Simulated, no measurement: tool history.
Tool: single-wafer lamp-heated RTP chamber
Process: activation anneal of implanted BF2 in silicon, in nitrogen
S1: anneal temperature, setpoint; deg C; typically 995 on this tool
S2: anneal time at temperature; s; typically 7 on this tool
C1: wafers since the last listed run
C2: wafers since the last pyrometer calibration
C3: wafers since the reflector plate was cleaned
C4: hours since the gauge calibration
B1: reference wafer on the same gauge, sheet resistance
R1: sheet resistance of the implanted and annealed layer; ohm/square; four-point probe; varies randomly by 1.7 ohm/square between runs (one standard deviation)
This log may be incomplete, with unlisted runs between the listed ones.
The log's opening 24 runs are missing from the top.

run 25 hour=517.3 | S1=984 S2=7 | C1=301 C2=2812 C3=2645 C4=795.2 | B1=402.42 | R1=364.02
run 26 hour=542.7 | S1=995 S2=3 | C1=485 C2=3297 C3=3130 C4=820.6 | B1=403.02 | R1=377.12
-- hour=569.7 reflector plate cleaned
run 27 hour=570.2 | S1=967 S2=7 | C1=372 C2=3670 C3=8 C4=848.1 | B1=404.33 | R1=414.37
run 28 hour=589.7 | S1=1016 S2=9 | C1=372 C2=4043 C3=381 C4=867.6 | B1=405.09 | R1=296.43
-- hour=625.8 gauge calibrated
run 29 hour=655.7 | S1=977 S2=7 | C1=1261 C2=5304 C3=1642 C4=29.9 | B1=394.97 | R1=373.46
-- hour=674.1 pyrometer window cleaned and pyrometer calibrated
run 30 hour=683.7 | S1=995 S2=4 | C1=382 C2=183 C3=2024 C4=57.9 | B1=395.19 | R1=358.54
run 31 hour=712.6 | S1=995 S2=7 | C1=552 C2=735 C3=2576 C4=86.8 | B1=394.26 | R1=332.78
-- hour=737.0 reflector plate cleaned
run 32 hour=738.3 | S1=1010 S2=7 | C1=338 C2=1073 C3=25 C4=112.5 | B1=394.73 | R1=307.42
run 33 hour=814.1 | S1=974 S2=9 | C1=1448 C2=2522 C3=1473 C4=188.3 | B1=395.42 | R1=377.97
run 34 hour=826.3 | S1=995 S2=7 | C1=233 C2=2755 C3=1706 C4=200.5 | B1=395.72 | R1=335.82
run 35 hour=859.5 | S1=1009 S2=7 | C1=634 C2=3389 C3=2341 C4=233.7 | B1=395.19 | R1=308.87
run 36 hour=888.8 | S1=995 S2=7 | C1=559 C2=3949 C3=2901 C4=263.0 | B1=396.17 | R1=338.50

Consider 5 possible next runs. They are alternatives, not a sequence: every one starts from the tool as it was left by run 36. What does each give?
run A hour=889.2 | S1=1004 S2=7 | C1=7 C2=3957 C3=2908 C4=263.4 | B1=? | R1=?
run B hour=889.2 | S1=1021 S2=10 | C1=7 C2=3957 C3=2908 C4=263.4 | B1=? | R1=?
run C hour=889.2 | S1=979 S2=4 | C1=7 C2=3957 C3=2908 C4=263.4 | B1=? | R1=?
run D hour=889.2 | S1=987 S2=3 | C1=7 C2=3957 C3=2908 C4=263.4 | B1=? | R1=?
run E hour=889.2 | S1=995 S2=10 | C1=7 C2=3957 C3=2908 C4=263.4 | B1=? | R1=?

run=A B1=395.47 R1=318.02
run=B B1=395.47 R1=280.27
run=C B1=395.47 R1=391.99
run=D B1=395.47 R1=382.94
run=E B1=395.47 R1=318.95
Stripped of hidden state, with their random variation kept, the same runs would have yielded:
run=A R1=317.50
run=B R1=279.81
run=C R1=391.35
run=D R1=382.31
run=E R1=318.42
